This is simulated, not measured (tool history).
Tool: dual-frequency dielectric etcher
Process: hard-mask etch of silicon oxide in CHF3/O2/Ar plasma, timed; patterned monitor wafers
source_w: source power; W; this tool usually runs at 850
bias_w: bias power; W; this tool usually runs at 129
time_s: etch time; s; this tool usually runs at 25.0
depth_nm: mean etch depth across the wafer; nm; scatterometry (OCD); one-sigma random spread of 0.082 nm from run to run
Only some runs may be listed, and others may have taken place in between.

run,day,source_w,bias_w,time_s,wafers since the last listed run,hours since the last wet clean,hours since the last source power generator calibration,hours since the last bias power generator calibration,hours since the last upper electrode change,hours since the gauge calibration,"read-back reference wafer on the same gauge, depth_nm",depth_nm
1,0.000,920,129,25.0,0,305.6,2910.1,4286.9,3327.5,338.9,58.9,54.9
# day 1.450: wet clean of the chamber
2,2.792,850,129,30.0,559,32.2,2977.1,4353.9,3394.5,405.9,58.9,65.2
3,5.050,850,129,27.0,705,86.4,3031.3,4408.1,3448.7,460.1,58.9,58.6
4,8.029,850,129,27.0,930,157.9,3102.8,4479.6,3520.2,531.6,58.9,58.3
# day 15.129: gauge calibrated
# day 15.442: source power generator calibrated
# day 17.104: wet clean of the chamber
5,17.125,850,137,25.0,2475,0.5,40.4,4697.9,3738.5,47.9,58.9,55.4
6,18.850,850,129,25.0,538,41.9,81.8,4739.3,3779.9,89.3,58.9,54.4
7,20.417,850,129,29.5,489,79.5,119.4,4776.9,3817.5,126.9,58.9,64.0
# day 22.154: bias power generator calibrated
8,23.133,850,129,25.0,796,144.7,184.6,23.5,3882.7,192.1,58.9,54.2
9,25.817,1000,129,19.0,837,209.1,249.0,87.9,3947.1,256.5,58.9,42.5
10,27.188,960,151,18.5,428,242.0,281.9,120.8,3980.0,289.4,58.9,43.0
11,29.567,670,159,25.0,742,299.1,339.0,177.9,4037.1,346.5,58.9,54.9
# day 35.471: wet clean of the chamber
# day 36.667: upper electrode replaced
12,38.212,940,118,29.5,2075,65.8,546.5,385.4,37.1,554.0,58.9,63.8
13,40.675,850,103,28.5,768,124.9,605.6,444.5,96.2,613.1,58.9,58.0
14,43.483,850,129,25.0,876,192.3,673.0,511.9,163.6,680.5,58.9,54.0
# day 45.508: gauge calibrated
15,46.300,670,159,25.0,879,259.9,740.6,579.5,231.2,19.0,58.9,55.1

Forecast each of these 3 alternatives for the next run:
A,46.317,850,139,25.0,5,260.3,741.0,579.9,231.6,19.4,?,?
B,46.317,850,129,18.0,5,260.3,741.0,579.9,231.6,19.4,?,?
C,46.317,670,129,29.0,5,260.3,741.0,579.9,231.6,19.4,?,?

run,"read-back reference wafer on the same gauge, depth_nm",depth_nm
A,58.9,55.1
B,58.9,38.8
C,58.9,59.7
Without the tool's unlogged condition, the same runs would have read:
run,depth_nm
A,55.6
B,39.1
C,60.3
